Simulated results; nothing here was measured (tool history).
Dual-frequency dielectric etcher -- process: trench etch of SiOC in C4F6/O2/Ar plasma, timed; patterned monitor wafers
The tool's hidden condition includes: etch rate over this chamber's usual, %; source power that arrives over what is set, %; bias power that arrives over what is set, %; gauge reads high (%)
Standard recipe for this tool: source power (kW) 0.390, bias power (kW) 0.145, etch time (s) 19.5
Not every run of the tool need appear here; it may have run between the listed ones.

run   hour  source power (kW)  bias power (kW)  etch time (s)  wafers since the last listed run  hours since the last wet clean  hours since the last source power generator calibration  hours since the last bias power generator calibration  hours since the last upper electrode change  hours since the gauge calibration  read-back reference wafer on the same gauge, depth_nm  mean etch depth across the wafer (nm)
  1    0.0              0.340            0.145           19.5                                 0                           171.3                                                   2545.6                                                 2096.7                                       4621.4                              299.1                                                  35.46                                  36.93
  2   32.0              0.390            0.145           19.5                               545                           203.3                                                   2577.6                                                 2128.7                                       4653.4                              331.1                                                  35.51                                  38.29
  3   62.9              0.390            0.145           19.5                               526                           234.2                                                   2608.5                                                 2159.6                                       4684.3                              362.0                                                  35.47                                  38.56
  4   96.5              0.390            0.145           19.5                               572                           267.8                                                   2642.1                                                 2193.2                                       4717.9                              395.6                                                  35.44                                  38.46
  5  129.6              0.390            0.134           23.5                               564                           300.9                                                   2675.2                                                 2226.3                                       4751.0                              428.7                                                  35.55                                  45.50
  6  156.5              0.390            0.134           23.5                               458                           327.8                                                   2702.1                                                 2253.2                                       4777.9                              455.6                                                  35.54                                  45.50
  7  181.0              0.390            0.145           19.5                               417                           352.3                                                   2726.6                                                 2277.7                                       4802.4                              480.1                                                  35.51                                  38.45
  8  201.5              0.390            0.145           19.5                               349                           372.8                                                   2747.1                                                 2298.2                                       4822.9                              500.6                                                  35.56                                  38.83
  9  237.2              0.390            0.145           21.5                               608                           408.5                                                   2782.8                                                 2333.9                                       4858.6                              536.3                                                  35.49                                  42.70
 10  253.3              0.390            0.145           21.5                               274                           424.6                                                   2798.9                                                 2350.0                                       4874.7                              552.4                                                  35.53                                  42.81
     296.6  -- wet clean of the chamber
 11  297.1              0.390            0.145           21.5                               337                             0.5                                                   2842.7                                                 2393.8                                       4918.5                              596.2                                                  35.45                                  41.77
 12  297.4              0.330            0.145           19.5                                 5                             0.8                                                   2843.0                                                 2394.1                                       4918.8                              596.5                                                  35.52                                  36.21
 13  321.2              0.440            0.145           17.5                               405                            24.6                                                   2866.8                                                 2417.9                                       4942.6                              620.3                                                  35.45                                  35.20
     358.8  -- upper electrode replaced
 14  359.3              0.390            0.145           19.5                               240                            62.7                                                   2904.9                                                 2456.0                                          0.5                              658.4                                                  35.51                                  38.21
 15  359.6              0.390            0.145           19.5                                 5                            63.0                                                   2905.2                                                 2456.3                                          0.8                              658.7                                                  35.52                                  38.24
     374.6  -- gauge calibrated
 16  385.8              0.390            0.160           19.5                               446                            89.2                                                   2931.4                                                 2482.5                                         27.0                               11.2                                                  35.48                                  39.31
 17  412.5              0.440            0.120           19.5                               455                           115.9                                                   2958.1                                                 2509.2                                         53.7                               37.9                                                  35.58                                  37.75
 18  424.9              0.460            0.109           16.0                               211                           128.3                                                   2970.5                                                 2521.6                                         66.1                               50.3                                                  35.45                                  30.37
 19  453.5              0.300            0.145           24.5                               487                           156.9                                                   2999.1                                                 2550.2                                         94.7                               78.9                                                  35.46                                  44.64
     474.2  -- bias power generator calibrated
     485.0  -- source power generator calibrated
 20  485.5              0.390            0.145           25.0                               409                           188.9                                                      0.5                                                   11.3                                        126.7                              110.9                                                  35.51                                  48.68
 21  504.5              0.300            0.145           24.5                               323                           207.9                                                     19.5                                                   30.3                                        145.7                              129.9                                                  35.44                                  44.62
 22  525.3              0.450            0.158           23.0                               354                           228.7                                                     40.3                                                   51.1                                        166.5                              150.7                                                  35.48                                  48.17
 23  538.2              0.390            0.145           19.5                               219                           241.6                                                     53.2                                                   64.0                                        179.4                              163.6                                                  35.53                                  38.61
 24  552.0              0.340            0.170           23.5                               235                           255.4                                                     67.0                                                   77.8                                        193.2                              177.4                                                  35.48                                  46.84
 25  609.7              0.390            0.179           19.5                               983                           313.1                                                    124.7                                                  135.5                                        250.9                              235.1                                                  35.48                                  40.91

3 ways to go on from here, each from the tool as it stands after run 25. What would each give?
  A  610.1              0.390            0.145           19.5                                 6                           313.5                                                    125.1                                                  135.9                                        251.3                              235.5                                                      ?                                      ?
  B  610.1              0.310            0.180           16.5                                 6                           313.5                                                    125.1                                                  135.9                                        251.3                              235.5                                                      ?                                      ?
  C  610.1              0.360            0.110           19.5                                 6                           313.5                                                    125.1                                                  135.9                                        251.3                              235.5                                                      ?                                      ?

run  read-back reference wafer on the same gauge, depth_nm  mean etch depth across the wafer (nm)
  A                                                  35.49                                  38.26
  B                                                  35.49                                  32.30
  C                                                  35.49                                  34.50
Stripped of hidden state, with their random variation kept, the same runs would have yielded:
run  mean etch depth across the wafer (nm)
  A                                  37.71
  B                                  31.84
  C                                  34.00
